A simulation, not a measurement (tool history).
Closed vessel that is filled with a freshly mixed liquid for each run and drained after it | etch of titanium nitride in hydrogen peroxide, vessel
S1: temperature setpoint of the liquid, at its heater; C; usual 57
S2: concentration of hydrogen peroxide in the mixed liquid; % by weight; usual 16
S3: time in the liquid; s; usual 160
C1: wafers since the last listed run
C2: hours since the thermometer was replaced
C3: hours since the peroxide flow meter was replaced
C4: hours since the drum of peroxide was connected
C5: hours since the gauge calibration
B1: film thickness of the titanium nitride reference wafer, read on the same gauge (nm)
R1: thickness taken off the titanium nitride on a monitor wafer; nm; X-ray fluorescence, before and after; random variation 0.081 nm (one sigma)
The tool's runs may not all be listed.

run,hour,S1,S2,S3,C1,C2,C3,C4,C5,B1,R1
1,0,57,16,160,0,2966.5,1785.6,957.4,249.2,100.02,10.73
2,34.9,57,16,160,4469,3001.4,1820.5,992.3,284.1,99.99,10.59
3,60.8,57,16,160,3316,3027.3,1846.4,1018.2,310,100.02,10.71
# hour 63.5: gauge calibrated
4,77.9,57,16,215,2189,3044.4,1863.5,1035.3,14.4,100,14.54
5,90.7,57,13.5,160,1639,3057.2,1876.3,1048.1,27.2,99.98,10.32
6,124.7,57,13.5,160,4353,3091.2,1910.3,1082.1,61.2,100.01,10.31
7,218.7,57,13.5,160,12037,3185.2,2004.3,1176.1,155.2,100.02,10.31
# hour 236.8: peroxide flow meter replaced
8,246.2,57,16,230,3393,3212.7,9.4,1203.6,182.7,100.02,15.24
# hour 309.9: new drum of peroxide connected
9,346.3,60.5,21,80,12690,3312.8,109.5,36.4,282.8,100,7.09
10,358.7,57,16,160,1587,3325.2,121.9,48.8,295.2,99.98,10.62
11,371.2,54,16,230,1600,3337.7,134.4,61.3,307.7,100.02,12.17
# hour 378.6: thermometer replaced
# hour 399.2: gauge calibrated
12,399.3,53,16,160,3470,20.7,162.5,89.4,0.1,100,9.73
13,417.8,57,20.5,115,2369,39.2,181,107.9,18.6,100,9.66
14,443.1,57,13,160,3239,64.5,206.3,133.2,43.9,99.97,12.22
15,471.2,66,21,160,3598,92.6,234.4,161.3,72,100.02,24.47
16,503.8,57,14.5,160,4174,125.2,267,193.9,104.6,100.05,12.5
17,538.8,63.5,13,160,4481,160.2,302,228.9,139.6,100.01,18.77

4 ways to go on from here, each from the tool as it stands after run 17. What would each give?
A,539.5,57,16,160,89,160.9,302.7,229.6,140.3,?,?
B,539.5,57,21,160,89,160.9,302.7,229.6,140.3,?,?
C,539.5,48.5,13,160,89,160.9,302.7,229.6,140.3,?,?
D,539.5,51,14.5,115,89,160.9,302.7,229.6,140.3,?,?

run,B1,R1
A,100,12.75
B,100,13.52
C,100,6.67
D,100,5.88
Without the tool's hidden state the same runs would have given:
run,R1
A,12.88
B,13.65
C,6.74
D,5.94
